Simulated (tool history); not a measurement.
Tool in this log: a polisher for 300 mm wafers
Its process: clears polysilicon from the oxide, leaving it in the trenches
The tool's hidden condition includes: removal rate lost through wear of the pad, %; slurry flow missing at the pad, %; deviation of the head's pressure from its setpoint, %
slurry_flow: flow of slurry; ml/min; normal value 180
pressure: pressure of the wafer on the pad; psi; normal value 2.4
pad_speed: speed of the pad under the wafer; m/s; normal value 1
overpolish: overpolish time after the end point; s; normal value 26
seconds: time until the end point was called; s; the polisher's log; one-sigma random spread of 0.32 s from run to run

run	hour	slurry_flow	pressure	pad_speed	overpolish	wafers since the last listed run	wafers polished on this pad	hours since the slurry nozzle was cleaned	hours since the head pressure was calibrated	incoming thickness of the incoming film, nm	seconds
1	0	180	2.4	1	26	0	706	560.6	907.8	328.7	26.9
2	13.7	180	2.4	1	26	141	847	574.3	921.5	325.1	26.8
# hour 24.2: worn pad replaced by a new one
3	24.7	180	2.4	1	26	72	4	585.3	932.5	326.8	23.6
4	37.8	180	2.4	0.8	19	135	140	598.4	945.6	325.8	30.8
5	45.9	180	2.4	0.8	19	83	223	606.5	953.7	330.2	31.4
6	53.9	180	2.4	1	26	82	306	614.5	961.7	329.9	25.7
7	60	180	2.4	1	26	62	369	620.6	967.8	325.7	25.1
8	76	180	2.4	1	26	165	534	636.6	983.8	324.2	25.2
9	82.7	180	2.4	1	26	69	603	643.3	990.5	325.1	26.4
10	90.3	180	2.4	1	26	78	681	650.9	998.1	334.6	27.4
# hour 98.7: worn pad replaced by a new one
# hour 131.5: head pressure recalibrated
11	137.5	180	2.4	1	26	425	380	698.1	6	326.7	25.7
12	148.4	180	2.4	1	26	112	492	709	16.9	331.6	25.6
13	162.1	135	2.4	0.76	19	141	634	722.7	30.6	325.6	36
# hour 181.1: worn pad replaced by a new one
14	181.6	180	2.4	1	26	159	5	742.2	50.1	332.3	24
15	218.7	180	1.7	0.72	17	382	388	779.3	87.2	327.1	45.7
16	231.6	180	2	1	26	133	521	792.2	100.1	336	30
17	238.8	180	2.4	1	26	74	595	799.4	107.3	327.7	26.2
# hour 243: slurry nozzle cleaned
18	255.7	180	2.4	1.12	36	164	759	12.7	124.2	333	24.1
# hour 266.1: worn pad replaced by a new one
19	271.6	180	2.4	0.8	26	122	56	28.6	140.1	333	30.3
20	279.6	180	2.4	1	36	82	139	36.6	148.1	327.2	24.8
21	285.7	205	2.1	0.74	37	62	202	42.7	154.2	328.1	36.3
22	293.6	180	2.4	1	26	81	283	50.6	162.1	333	25.2
23	305.3	180	2.8	0.82	19	120	404	62.3	173.8	328.2	27.3
24	316.9	180	1.8	1	26	119	524	73.9	185.4	333	32.8

Across each entry between runs, compare the hidden state at the last listed run before it with the hidden state at the first listed run after it:
Runs 2 to 3: worn pad replaced by a new one (hour 24.2)
  removal rate lost through wear of the pad, %: 12.8 -> 2.01
  measured less the result without the state, seconds: +3.4 -> +0.5 s
Runs 10 to 11: worn pad replaced by a new one (hour 98.7); head pressure recalibrated (hour 131.5)
  removal rate lost through wear of the pad, %: 11.5 -> 7.14
  measured less the result without the state, seconds: +3.1 -> +1.9 s
Runs 13 to 14: worn pad replaced by a new one (hour 181.1)
  removal rate lost through wear of the pad, %: 10.7 -> 0.593
  measured less the result without the state, seconds: +3.9 -> +0.2 s
Runs 17 to 18: slurry nozzle cleaned (hour 243)
  removal rate lost through wear of the pad, %: 8.86 -> 11.3
  measured less the result without the state, seconds: +2.3 -> +2.7 s
Runs 18 to 19: worn pad replaced by a new one (hour 266.1)
  removal rate lost through wear of the pad, %: 11.3 -> 1.09
  measured less the result without the state, seconds: +2.7 -> +0.3 s
